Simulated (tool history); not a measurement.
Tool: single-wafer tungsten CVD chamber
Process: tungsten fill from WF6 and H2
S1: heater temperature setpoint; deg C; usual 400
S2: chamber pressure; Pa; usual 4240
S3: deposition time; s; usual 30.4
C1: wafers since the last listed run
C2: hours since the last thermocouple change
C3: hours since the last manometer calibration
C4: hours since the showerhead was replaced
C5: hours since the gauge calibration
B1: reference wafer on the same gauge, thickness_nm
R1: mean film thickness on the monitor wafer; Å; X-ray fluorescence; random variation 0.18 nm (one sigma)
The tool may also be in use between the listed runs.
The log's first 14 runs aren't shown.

run   hour   S1    S2    S3   C1     C2      C3     C4     C5      B1       R1
 15  475.3  400  3946  28.5  650  174.6  2859.5  100.3  430.1  96.324   721.62
     495.4  -- capacitance manometer re-zeroed and calibrated
 16    503  400  4240  30.4  423  202.3     7.6    128  457.8  96.334   814.24
 17  529.8  400  4240  30.4  575  229.1    34.4  154.8  484.6  96.235   812.92
 18  560.4  400  4853  27.9  657  259.7      65  185.4  515.2  96.267   826.41
 19  580.7  414  4613  28.5  435    280    85.3  205.7  535.5  96.347  1069.57
 20  608.7  400  4240  27.6  601    308   113.3  233.7  563.5  96.248   736.11
 21  624.1  400  5253  27.1  330  323.4   128.7  249.1  578.9  96.332   847.48
 22  641.4  400  4240  30.4  371  340.7     146  266.4  596.2  96.269   817.37
     660.7  -- gauge calibrated
 23    677  386  3746    33  764  376.3   181.6    302   16.3  96.309   590.29
 24  704.4  400  4240  35.6  588  403.7     209  329.4   43.7  96.219   951.77
 25  721.2  400  4240  30.4  360  420.5   225.8  346.2   60.5  96.313   814.45
 26    745  396  4240  35.9  511  444.3   249.6    370   84.3  96.313   885.46
 27  770.9  400  4240    34  556  470.2   275.5  395.9  110.2  96.233   907.34
 28    788  400  4240  26.9  367  487.3   292.6    413  127.3  96.262   719.71
 29  808.8  393  4800  30.4  446  508.1   313.4  433.8  148.1  96.236   763.99
 30  840.7  390  4240  28.3  685    540   345.3  465.7    180  96.322   611.09
 31  868.5  400  4520  30.4  597  567.8   373.1  493.5  207.8  96.283   849.84
 32  904.1  392  5186  35.9  764  603.4   408.7  529.1  243.4  96.305   930.19
 33  937.7  396  5093  35.5  721    637   442.3  562.7    277  96.285   993.08

Forecast each of these 5 alternatives for the next run:
  A  938.1  400  4240  30.4   8  637.4  442.7  563.1  277.4   ?   ?
  B  938.1  396  4240  33.3   8  637.4  442.7  563.1  277.4   ?   ?
  C  938.1  408  4240  26.4   8  637.4  442.7  563.1  277.4   ?   ?
  D  938.1  387  3466    25   8  637.4  442.7  563.1  277.4   ?   ?
  E  938.1  393  3253  30.4   8  637.4  442.7  563.1  277.4   ?   ?

run      B1      R1
  A  96.264  812.38
  B  96.264  817.52
  C  96.264  828.29
  D  96.264  426.64
  E  96.264  559.98
Without the tool's hidden state the same runs would have given:
run      R1
  A  816.42
  B  821.64
  C  832.15
  D  428.92
  E  562.84
